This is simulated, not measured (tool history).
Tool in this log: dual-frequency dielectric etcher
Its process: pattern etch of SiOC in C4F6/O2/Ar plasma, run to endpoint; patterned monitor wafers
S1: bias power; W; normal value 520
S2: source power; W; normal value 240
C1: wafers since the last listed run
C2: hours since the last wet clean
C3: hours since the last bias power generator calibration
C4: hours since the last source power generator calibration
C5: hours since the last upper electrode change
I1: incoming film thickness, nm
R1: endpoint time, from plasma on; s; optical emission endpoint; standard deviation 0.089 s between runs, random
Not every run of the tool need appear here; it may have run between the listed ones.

run 1 day=0.000 | S1=520 S2=240 | C1=0 C2=202.3 C3=1299.9 C4=3090.8 C5=2953.3 | I1=27.42 | R1=10.5
run 2 day=0.925 | S1=467 S2=240 | C1=210 C2=224.5 C3=1322.1 C4=3113.0 C5=2975.5 | I1=27.38 | R1=10.6
run 3 day=1.679 | S1=467 S2=240 | C1=171 C2=242.6 C3=1340.2 C4=3131.1 C5=2993.6 | I1=27.60 | R1=10.9
run 4 day=2.408 | S1=467 S2=240 | C1=165 C2=260.1 C3=1357.7 C4=3148.6 C5=3011.1 | I1=27.46 | R1=10.8
run 5 day=3.750 | S1=520 S2=240 | C1=305 C2=292.3 C3=1389.9 C4=3180.8 C5=3043.3 | I1=27.52 | R1=10.4
run 6 day=4.971 | S1=520 S2=280 | C1=277 C2=321.6 C3=1419.2 C4=3210.1 C5=3072.6 | I1=27.57 | R1=9.9
run 7 day=6.288 | S1=520 S2=240 | C1=299 C2=353.2 C3=1450.8 C4=3241.7 C5=3104.2 | I1=27.73 | R1=10.6
run 8 day=7.038 | S1=520 S2=240 | C1=170 C2=371.2 C3=1468.8 C4=3259.7 C5=3122.2 | I1=27.57 | R1=10.3
run 9 day=7.554 | S1=520 S2=240 | C1=117 C2=383.6 C3=1481.2 C4=3272.1 C5=3134.6 | I1=27.28 | R1=10.2
run 10 day=9.008 | S1=589 S2=200 | C1=330 C2=418.5 C3=1516.1 C4=3307.0 C5=3169.5 | I1=27.59 | R1=10.5
run 11 day=9.808 | S1=520 S2=240 | C1=182 C2=437.7 C3=1535.3 C4=3326.2 C5=3188.7 | I1=27.26 | R1=10.2
run 12 day=10.721 | S1=461 S2=240 | C1=207 C2=459.6 C3=1557.2 C4=3348.1 C5=3210.6 | I1=27.59 | R1=10.9
-- day=11.908 source power generator calibrated
-- day=12.596 wet clean of the chamber
run 13 day=12.617 | S1=584 S2=210 | C1=237 C2=0.5 C3=1602.7 C4=17.0 C5=3256.1 | I1=27.57 | R1=10.3
run 14 day=12.733 | S1=584 S2=240 | C1=26 C2=3.3 C3=1605.5 C4=19.8 C5=3258.9 | I1=27.47 | R1=10.0
run 15 day=16.754 | S1=520 S2=240 | C1=914 C2=99.8 C3=1702.0 C4=116.3 C5=3355.4 | I1=27.68 | R1=10.6
run 16 day=17.942 | S1=520 S2=240 | C1=270 C2=128.3 C3=1730.5 C4=144.8 C5=3383.9 | I1=27.70 | R1=10.6
run 17 day=18.821 | S1=444 S2=270 | C1=200 C2=149.4 C3=1751.6 C4=165.9 C5=3405.0 | I1=27.27 | R1=10.6
-- day=19.892 bias power generator calibrated
run 18 day=20.233 | S1=418 S2=190 | C1=283 C2=183.3 C3=8.2 C4=199.8 C5=3438.9 | I1=27.71 | R1=12.0
run 19 day=20.971 | S1=436 S2=260 | C1=167 C2=201.0 C3=25.9 C4=217.5 C5=3456.6 | I1=27.61 | R1=10.9
-- day=22.079 upper electrode replaced
run 20 day=22.317 | S1=421 S2=290 | C1=78 C2=233.3 C3=58.2 C4=249.8 C5=5.7 | I1=27.49 | R1=10.6
run 21 day=23.571 | S1=520 S2=270 | C1=285 C2=263.4 C3=88.3 C4=279.9 C5=35.8 | I1=27.81 | R1=10.4
run 22 day=24.450 | S1=591 S2=270 | C1=200 C2=284.5 C3=109.4 C4=301.0 C5=56.9 | I1=27.59 | R1=9.7
run 23 day=25.288 | S1=633 S2=290 | C1=190 C2=304.6 C3=129.5 C4=321.1 C5=77.0 | I1=27.59 | R1=9.3
run 24 day=26.617 | S1=520 S2=190 | C1=302 C2=336.5 C3=161.4 C4=353.0 C5=108.9 | I1=27.43 | R1=11.2
run 25 day=27.675 | S1=461 S2=180 | C1=240 C2=361.9 C3=186.8 C4=378.4 C5=134.3 | I1=27.48 | R1=11.5

Take each entry between the runs: how does the hidden state at the last listed run before it differ from the hidden state at the first listed run after it?
Between runs 12 and 13: source power generator calibrated (day 11.908); wet clean of the chamber (day 12.596)
  both runs share identical hidden conditions
Between runs 17 and 18: bias power generator calibrated (day 19.892)
  both runs share identical hidden conditions
Between runs 19 and 20: upper electrode replaced (day 22.079)
  both runs share identical hidden conditions
